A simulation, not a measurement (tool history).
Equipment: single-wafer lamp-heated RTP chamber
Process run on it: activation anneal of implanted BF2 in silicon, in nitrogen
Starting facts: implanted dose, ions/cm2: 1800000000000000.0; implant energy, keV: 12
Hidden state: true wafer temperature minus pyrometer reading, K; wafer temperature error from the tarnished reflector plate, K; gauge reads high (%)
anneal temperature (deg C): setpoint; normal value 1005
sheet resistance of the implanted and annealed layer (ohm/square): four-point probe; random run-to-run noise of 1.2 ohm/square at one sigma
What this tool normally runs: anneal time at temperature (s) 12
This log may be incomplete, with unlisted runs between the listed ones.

run,hour,anneal temperature (deg C),anneal time at temperature (s),wafers since the last listed run,wafers since the last pyrometer calibration,wafers since the reflector plate was cleaned,hours since the gauge calibration,"read-back reference wafer on the same gauge, sheet resistance",sheet resistance of the implanted and annealed layer (ohm/square)
1,0,1020,12,0,4020,2756,342.3,201.3,179.2
# hour 16.1: reflector plate cleaned
2,35.6,1005,12,650,4670,458,377.9,201.88,209.21
3,58.3,1005,12,534,5205,993,400.6,202.4,209.68
# hour 88.7: pyrometer window cleaned and pyrometer calibrated
4,89.2,1005,12,539,12,1533,431.5,201.6,214.38
# hour 94.7: gauge calibrated
5,108.6,1005,14,456,469,1990,13.9,202.49,205.86
6,130.2,1013,12,508,978,2498,35.5,202.06,195.99
# hour 163.4: reflector plate cleaned
7,163.9,1005,7,605,1583,12,69.2,201.74,236.63
8,172.3,1005,16,197,1781,210,77.6,202.13,200.68
9,197.8,1005,16,600,2382,810,103.1,201.9,199.75
10,212.4,1005,12,343,2725,1154,117.7,201.99,211.63
11,235.8,1005,12,551,3277,1705,141.1,202.28,210.59
12,266.6,1005,12,725,4002,2431,171.9,201.98,204.85
# hour 289.8: pyrometer window cleaned and pyrometer calibrated
# hour 291: reflector plate cleaned
13,299.3,1005,12,553,195,195,204.6,201.7,218.4
14,317.3,1026,12,423,619,619,222.6,201.37,181.24
15,353,1005,12,840,1460,1460,258.3,201.94,214.14
16,378,1005,12,588,2049,2049,283.3,201.66,212.78
17,404.9,1028,12,633,2682,2682,310.2,202.22,169.54
# hour 420.7: reflector plate cleaned
18,421.2,1005,12,195,2878,12,326.5,201.95,214.25
19,435.1,994,19,327,3205,339,340.4,202.12,213.87
20,451,991,18,374,3580,714,356.3,201.93,221.25
21,483.5,1013,14,765,4345,1479,388.8,202.28,186.73
# hour 485: gauge calibrated
# hour 504.2: pyrometer window cleaned and pyrometer calibrated
22,504.7,1005,19,310,11,1790,19.7,201.53,193.31
23,526.6,976,14,515,527,2306,41.6,201.91,266.16
24,553.8,1014,12,640,1168,2947,68.8,201.87,194.84
# hour 571.8: reflector plate cleaned
25,573.1,1023,15,266,1434,30,88.1,202.46,174.78
26,586.4,1029,8,313,1747,343,101.4,201.41,189.48
27,601.3,990,6,350,2098,694,116.3,202.33,270.52
28,622.4,1024,12,497,2595,1191,137.4,201.68,178.95
29,653.1,1005,12,723,3318,1914,168.1,202.31,211.02
30,688.1,1005,7,824,4143,2739,203.1,202.01,230.5
# hour 709.6: reflector plate cleaned
# hour 711.8: pyrometer window cleaned and pyrometer calibrated
31,721.4,1020,14,545,226,226,236.4,201.78,183.95

Pick out some run-to-run changes in sheet resistance of the implanted and annealed layer (ohm/square). Of each, how much would a tool without hidden state show as well, from the settings, what came in and chance, and how much is left for the hidden state and any gauge scatter not in both results compared?
Run 3 -> 4: pyrometer window cleaned and pyrometer calibrated. sheet resistance of the implanted and annealed layer (ohm/square) +4.7: hidden state +7.47, all else -2.77.
Run 12 -> 13: pyrometer window cleaned and pyrometer calibrated, reflector plate cleaned. sheet resistance of the implanted and annealed layer (ohm/square) +13.55: hidden state +10.19, all else +3.36.
Run 22 -> 23: anneal temperature (deg C) 1005 -> 976, anneal time at temperature (s) 19 -> 14. sheet resistance of the implanted and annealed layer (ohm/square) +72.85: hidden state -3.33, all else +76.18.
Run 26 -> 27: anneal temperature (deg C) 1029 -> 990, anneal time at temperature (s) 8 -> 6. sheet resistance of the implanted and annealed layer (ohm/square) +81.04: hidden state -1.12, all else +82.16.
Run 27 -> 28: anneal temperature (deg C) 990 -> 1024, anneal time at temperature (s) 6 -> 12. sheet resistance of the implanted and annealed layer (ohm/square) -91.57: hidden state -0.79, all else -90.78.
Run 30 -> 31: anneal temperature (deg C) 1005 -> 1020, anneal time at temperature (s) 7 -> 14, reflector plate cleaned, pyrometer window cleaned and pyrometer calibrated. sheet resistance of the implanted and annealed layer (ohm/square) -46.55: hidden state +10.87, all else -57.42.
